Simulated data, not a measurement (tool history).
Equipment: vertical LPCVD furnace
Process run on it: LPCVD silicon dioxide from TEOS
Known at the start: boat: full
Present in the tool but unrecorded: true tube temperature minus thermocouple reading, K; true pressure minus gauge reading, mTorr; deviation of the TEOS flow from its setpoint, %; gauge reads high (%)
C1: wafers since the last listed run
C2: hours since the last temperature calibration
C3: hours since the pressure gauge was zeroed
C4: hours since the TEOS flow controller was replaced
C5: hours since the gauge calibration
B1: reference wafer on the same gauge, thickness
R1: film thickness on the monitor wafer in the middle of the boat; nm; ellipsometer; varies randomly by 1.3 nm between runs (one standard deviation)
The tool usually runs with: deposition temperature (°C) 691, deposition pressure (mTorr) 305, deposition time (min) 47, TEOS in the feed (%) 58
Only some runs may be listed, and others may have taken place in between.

{"run": 1, "hour": 0.0, "deposition temperature (°C)": 691, "deposition pressure (mTorr)": 305, "deposition time (min)": 35, "TEOS in the feed (%)": 58, "C1": 0, "C2": 1290.5, "C3": 4435.2, "C4": 3879.3, "C5": 1745.3, "B1": 229.07, "R1": 212.93}
{"run": 2, "hour": 34.3, "deposition temperature (°C)": 691, "deposition pressure (mTorr)": 260, "deposition time (min)": 47, "TEOS in the feed (%)": 58, "C1": 454, "C2": 1324.8, "C3": 4469.5, "C4": 3913.6, "C5": 1779.6, "B1": 228.8, "R1": 266.63}
{"run": 3, "hour": 80.3, "deposition temperature (°C)": 691, "deposition pressure (mTorr)": 260, "deposition time (min)": 47, "TEOS in the feed (%)": 58, "C1": 609, "C2": 1370.8, "C3": 4515.5, "C4": 3959.6, "C5": 1825.6, "B1": 228.57, "R1": 265.96}
{"run": 4, "hour": 130.6, "deposition temperature (°C)": 691, "deposition pressure (mTorr)": 260, "deposition time (min)": 47, "TEOS in the feed (%)": 58, "C1": 666, "C2": 1421.1, "C3": 4565.8, "C4": 4009.9, "C5": 1875.9, "B1": 229.15, "R1": 265.42}
{"run": 5, "hour": 163.7, "deposition temperature (°C)": 696, "deposition pressure (mTorr)": 305, "deposition time (min)": 47, "TEOS in the feed (%)": 58, "C1": 438, "C2": 1454.2, "C3": 4598.9, "C4": 4043, "C5": 1909, "B1": 228.82, "R1": 323.47}
{"run": 6, "hour": 206.9, "deposition temperature (°C)": 696, "deposition pressure (mTorr)": 305, "deposition time (min)": 47, "TEOS in the feed (%)": 58, "C1": 572, "C2": 1497.4, "C3": 4642.1, "C4": 4086.2, "C5": 1952.2, "B1": 229.29, "R1": 325.15}
{"run": 7, "hour": 276.2, "deposition temperature (°C)": 696, "deposition pressure (mTorr)": 305, "deposition time (min)": 47, "TEOS in the feed (%)": 58, "C1": 918, "C2": 1566.7, "C3": 4711.4, "C4": 4155.5, "C5": 2021.5, "B1": 229.24, "R1": 324.19}
{"run": 8, "hour": 324.9, "deposition temperature (°C)": 691, "deposition pressure (mTorr)": 305, "deposition time (min)": 47, "TEOS in the feed (%)": 58, "C1": 645, "C2": 1615.4, "C3": 4760.1, "C4": 4204.2, "C5": 2070.2, "B1": 228.56, "R1": 290.72}
{"run": 9, "hour": 371.5, "deposition temperature (°C)": 691, "deposition pressure (mTorr)": 305, "deposition time (min)": 47, "TEOS in the feed (%)": 58, "C1": 617, "C2": 1662, "C3": 4806.7, "C4": 4250.8, "C5": 2116.8, "B1": 229.06, "R1": 289.96}
{"run": 10, "hour": 401.0, "deposition temperature (°C)": 691, "deposition pressure (mTorr)": 345, "deposition time (min)": 47, "TEOS in the feed (%)": 58, "C1": 391, "C2": 1691.5, "C3": 4836.2, "C4": 4280.3, "C5": 2146.3, "B1": 229.11, "R1": 309.75}
{"run": 11, "hour": 444.4, "deposition temperature (°C)": 691, "deposition pressure (mTorr)": 345, "deposition time (min)": 47, "TEOS in the feed (%)": 58, "C1": 575, "C2": 1734.9, "C3": 4879.6, "C4": 4323.7, "C5": 2189.7, "B1": 228.94, "R1": 308.97}
{"hour": 505.9, "done": "pressure gauge zeroed"}
{"run": 12, "hour": 513.6, "deposition temperature (°C)": 691, "deposition pressure (mTorr)": 330, "deposition time (min)": 58.5, "TEOS in the feed (%)": 48, "C1": 599, "C2": 1804.1, "C3": 7.7, "C4": 4392.9, "C5": 2258.9, "B1": 229.07, "R1": 342.93}
{"run": 13, "hour": 550.1, "deposition temperature (°C)": 691, "deposition pressure (mTorr)": 305, "deposition time (min)": 47, "TEOS in the feed (%)": 58, "C1": 483, "C2": 1840.6, "C3": 44.2, "C4": 4429.4, "C5": 2295.4, "B1": 229.2, "R1": 291.76}
{"hour": 592.8, "done": "gauge calibrated"}
{"run": 14, "hour": 593.6, "deposition temperature (°C)": 691, "deposition pressure (mTorr)": 305, "deposition time (min)": 47, "TEOS in the feed (%)": 69, "C1": 576, "C2": 1884.1, "C3": 87.7, "C4": 4472.9, "C5": 0.8, "B1": 229.14, "R1": 315.17}
{"run": 15, "hour": 619.0, "deposition temperature (°C)": 702, "deposition pressure (mTorr)": 375, "deposition time (min)": 47, "TEOS in the feed (%)": 58, "C1": 336, "C2": 1909.5, "C3": 113.1, "C4": 4498.3, "C5": 26.2, "B1": 228.83, "R1": 420.69}
{"run": 16, "hour": 670.6, "deposition temperature (°C)": 691, "deposition pressure (mTorr)": 250, "deposition time (min)": 47, "TEOS in the feed (%)": 69, "C1": 684, "C2": 1961.1, "C3": 164.7, "C4": 4549.9, "C5": 77.8, "B1": 228.92, "R1": 289.15}
{"hour": 724.9, "done": "thermocouples replaced and temperature profile calibrated"}
{"run": 17, "hour": 725.4, "deposition temperature (°C)": 691, "deposition pressure (mTorr)": 355, "deposition time (min)": 47, "TEOS in the feed (%)": 58, "C1": 408, "C2": 0.5, "C3": 219.5, "C4": 4604.7, "C5": 132.6, "B1": 229.49, "R1": 308.99}
{"run": 18, "hour": 761.2, "deposition temperature (°C)": 681, "deposition pressure (mTorr)": 305, "deposition time (min)": 62.5, "TEOS in the feed (%)": 68, "C1": 474, "C2": 36.3, "C3": 255.3, "C4": 4640.5, "C5": 168.4, "B1": 229.09, "R1": 321.98}
{"hour": 814.2, "done": "TEOS flow controller replaced"}
{"run": 19, "hour": 814.7, "deposition temperature (°C)": 691, "deposition pressure (mTorr)": 305, "deposition time (min)": 47, "TEOS in the feed (%)": 58, "C1": 391, "C2": 89.8, "C3": 308.8, "C4": 0.5, "C5": 221.9, "B1": 229.32, "R1": 285.75}
{"run": 20, "hour": 840.4, "deposition temperature (°C)": 691, "deposition pressure (mTorr)": 305, "deposition time (min)": 47, "TEOS in the feed (%)": 50, "C1": 340, "C2": 115.5, "C3": 334.5, "C4": 26.2, "C5": 247.6, "B1": 228.68, "R1": 264.89}
{"run": 21, "hour": 892.3, "deposition temperature (°C)": 691, "deposition pressure (mTorr)": 240, "deposition time (min)": 40.5, "TEOS in the feed (%)": 58, "C1": 688, "C2": 167.4, "C3": 386.4, "C4": 78.1, "C5": 299.5, "B1": 229.29, "R1": 219.13}
{"run": 22, "hour": 919.6, "deposition temperature (°C)": 691, "deposition pressure (mTorr)": 270, "deposition time (min)": 47, "TEOS in the feed (%)": 58, "C1": 361, "C2": 194.7, "C3": 413.7, "C4": 105.4, "C5": 326.8, "B1": 228.86, "R1": 270.1}
{"run": 23, "hour": 983.4, "deposition temperature (°C)": 681, "deposition pressure (mTorr)": 305, "deposition time (min)": 53, "TEOS in the feed (%)": 58, "C1": 845, "C2": 258.5, "C3": 477.5, "C4": 169.2, "C5": 390.6, "B1": 229.05, "R1": 254.96}
{"run": 24, "hour": 1015.0, "deposition temperature (°C)": 691, "deposition pressure (mTorr)": 305, "deposition time (min)": 47, "TEOS in the feed (%)": 63, "C1": 418, "C2": 290.1, "C3": 509.1, "C4": 200.8, "C5": 422.2, "B1": 229.19, "R1": 300.82}
{"run": 25, "hour": 1074.9, "deposition temperature (°C)": 691, "deposition pressure (mTorr)": 305, "deposition time (min)": 47, "TEOS in the feed (%)": 58, "C1": 794, "C2": 350, "C3": 569, "C4": 260.7, "C5": 482.1, "B1": 229.09, "R1": 289.17}
{"run": 26, "hour": 1108.6, "deposition temperature (°C)": 691, "deposition pressure (mTorr)": 345, "deposition time (min)": 47, "TEOS in the feed (%)": 58, "C1": 446, "C2": 383.7, "C3": 602.7, "C4": 294.4, "C5": 515.8, "B1": 228.78, "R1": 304.43}
{"run": 27, "hour": 1159.9, "deposition temperature (°C)": 681, "deposition pressure (mTorr)": 305, "deposition time (min)": 47, "TEOS in the feed (%)": 69, "C1": 680, "C2": 435, "C3": 654, "C4": 345.7, "C5": 567.1, "B1": 229.18, "R1": 245.47}
{"run": 28, "hour": 1221.9, "deposition temperature (°C)": 691, "deposition pressure (mTorr)": 345, "deposition time (min)": 37, "TEOS in the feed (%)": 58, "C1": 821, "C2": 497, "C3": 716, "C4": 407.7, "C5": 629.1, "B1": 229.16, "R1": 238.77}
{"run": 29, "hour": 1262.4, "deposition temperature (°C)": 696, "deposition pressure (mTorr)": 375, "deposition time (min)": 47, "TEOS in the feed (%)": 58, "C1": 536, "C2": 537.5, "C3": 756.5, "C4": 448.2, "C5": 669.6, "B1": 228.86, "R1": 355.79}
{"run": 30, "hour": 1295.4, "deposition temperature (°C)": 691, "deposition pressure (mTorr)": 305, "deposition time (min)": 59, "TEOS in the feed (%)": 58, "C1": 437, "C2": 570.5, "C3": 789.5, "C4": 481.2, "C5": 702.6, "B1": 229.51, "R1": 359.65}
{"run": 31, "hour": 1462.3, "deposition temperature (°C)": 695, "deposition pressure (mTorr)": 365, "deposition time (min)": 59.5, "TEOS in the feed (%)": 58, "C1": 2212, "C2": 737.4, "C3": 956.4, "C4": 648.1, "C5": 869.5, "B1": 229.14, "R1": 438.89}
{"run": 32, "hour": 1617.7, "deposition temperature (°C)": 691, "deposition pressure (mTorr)": 305, "deposition time (min)": 47, "TEOS in the feed (%)": 58, "C1": 2060, "C2": 892.8, "C3": 1111.8, "C4": 803.5, "C5": 1024.9, "B1": 228.97, "R1": 286.8}

Each row is a separate what-if for the run after 32, all from the same tool condition, not one after another. Results?
{"run": "A", "hour": 1622.7, "deposition temperature (°C)": 691, "deposition pressure (mTorr)": 305, "deposition time (min)": 47, "TEOS in the feed (%)": 58, "C1": 66, "C2": 897.8, "C3": 1116.8, "C4": 808.5, "C5": 1029.9, "B1": "?", "R1": "?"}
{"run": "B", "hour": 1622.7, "deposition temperature (°C)": 687, "deposition pressure (mTorr)": 305, "deposition time (min)": 53, "TEOS in the feed (%)": 58, "C1": 66, "C2": 897.8, "C3": 1116.8, "C4": 808.5, "C5": 1029.9, "B1": "?", "R1": "?"}
{"run": "C", "hour": 1622.7, "deposition temperature (°C)": 702, "deposition pressure (mTorr)": 255, "deposition time (min)": 35, "TEOS in the feed (%)": 67, "C1": 66, "C2": 897.8, "C3": 1116.8, "C4": 808.5, "C5": 1029.9, "B1": "?", "R1": "?"}

run=A B1=229.21 R1=290.07
run=B B1=229.21 R1=297.43
run=C B1=229.21 R1=274.6
Had the tool no hidden state, the same runs would have come out as:
run=A R1=285.91
run=B R1=293.13
run=C R1=270.75

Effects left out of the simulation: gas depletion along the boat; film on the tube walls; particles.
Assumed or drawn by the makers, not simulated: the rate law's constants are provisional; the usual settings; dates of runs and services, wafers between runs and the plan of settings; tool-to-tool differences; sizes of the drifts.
